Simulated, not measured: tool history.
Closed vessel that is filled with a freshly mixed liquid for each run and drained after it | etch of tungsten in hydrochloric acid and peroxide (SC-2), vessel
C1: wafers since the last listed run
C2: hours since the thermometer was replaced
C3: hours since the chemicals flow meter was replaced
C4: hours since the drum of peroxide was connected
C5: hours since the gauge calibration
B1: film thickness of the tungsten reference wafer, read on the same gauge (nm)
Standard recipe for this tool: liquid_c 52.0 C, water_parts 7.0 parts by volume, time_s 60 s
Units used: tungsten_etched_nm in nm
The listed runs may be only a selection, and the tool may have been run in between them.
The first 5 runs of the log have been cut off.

run 6 day=10.808 | liquid_c=58.0 water_parts=7.0 time_s=60 | C1=7918 C2=295.6 C3=155.9 C4=378.6 C5=317.3 | B1=99.98 | tungsten_etched_nm=28.96
run 7 day=12.217 | liquid_c=52.0 water_parts=6.0 time_s=60 | C1=4409 C2=329.4 C3=189.7 C4=412.4 C5=351.1 | B1=100.01 | tungsten_etched_nm=22.24
run 8 day=13.438 | liquid_c=52.0 water_parts=7.0 time_s=60 | C1=3822 C2=358.7 C3=219.0 C4=441.7 C5=380.4 | B1=100.01 | tungsten_etched_nm=19.68
-- day=14.496 new drum of peroxide connected, repeated, since the last time left the tool worse
run 9 day=21.438 | liquid_c=55.0 water_parts=4.5 time_s=30 | C1=24915 C2=550.7 C3=411.0 C4=166.6 C5=572.4 | B1=99.97 | tungsten_etched_nm=17.89
run 10 day=24.088 | liquid_c=52.0 water_parts=7.0 time_s=30 | C1=8296 C2=614.3 C3=474.6 C4=230.2 C5=636.0 | B1=100.04 | tungsten_etched_nm=10.51
-- day=26.238 chemicals flow meter replaced
run 11 day=27.642 | liquid_c=52.0 water_parts=7.0 time_s=60 | C1=10996 C2=699.6 C3=33.7 C4=315.5 C5=721.3 | B1=100.02 | tungsten_etched_nm=21.00
run 12 day=29.483 | liquid_c=52.0 water_parts=5.0 time_s=60 | C1=5765 C2=743.8 C3=77.9 C4=359.7 C5=765.5 | B1=100.03 | tungsten_etched_nm=27.00
run 13 day=31.742 | liquid_c=46.5 water_parts=4.0 time_s=70 | C1=7070 C2=798.0 C3=132.1 C4=413.9 C5=819.7 | B1=100.00 | tungsten_etched_nm=25.29
run 14 day=32.908 | liquid_c=52.0 water_parts=8.0 time_s=60 | C1=3652 C2=826.0 C3=160.1 C4=441.9 C5=847.7 | B1=100.04 | tungsten_etched_nm=18.87
run 15 day=35.871 | liquid_c=52.0 water_parts=8.0 time_s=60 | C1=9274 C2=897.1 C3=231.2 C4=513.0 C5=918.8 | B1=99.96 | tungsten_etched_nm=18.82
run 16 day=37.542 | liquid_c=52.0 water_parts=7.0 time_s=60 | C1=5230 C2=937.2 C3=271.3 C4=553.1 C5=958.9 | B1=99.99 | tungsten_etched_nm=20.98
run 17 day=39.500 | liquid_c=47.5 water_parts=6.0 time_s=70 | C1=6130 C2=984.2 C3=318.3 C4=600.1 C5=1005.9 | B1=100.03 | tungsten_etched_nm=20.24
-- day=41.646 thermometer replaced
run 18 day=41.962 | liquid_c=46.0 water_parts=9.5 time_s=45 | C1=7578 C2=7.6 C3=377.4 C4=659.2 C5=1065.0 | B1=100.01 | tungsten_etched_nm=8.18
run 19 day=44.038 | liquid_c=52.0 water_parts=7.0 time_s=60 | C1=6496 C2=57.4 C3=427.2 C4=709.0 C5=1114.8 | B1=100.02 | tungsten_etched_nm=20.81
run 20 day=46.075 | liquid_c=56.0 water_parts=7.0 time_s=60 | C1=6378 C2=106.3 C3=476.1 C4=757.9 C5=1163.7 | B1=99.99 | tungsten_etched_nm=27.03

What will run 21 give?
run 21 day=48.171 | liquid_c=52.0 water_parts=4.5 time_s=45 | C1=6561 C2=156.6 C3=526.4 C4=808.2 C5=1214.0 | B1=? | tungsten_etched_nm=?

Run 21 produced B1 99.98, tungsten_etched_nm 21.48 nm.
Without the tool's hidden state the same run would have given tungsten_etched_nm 22.00 nm.
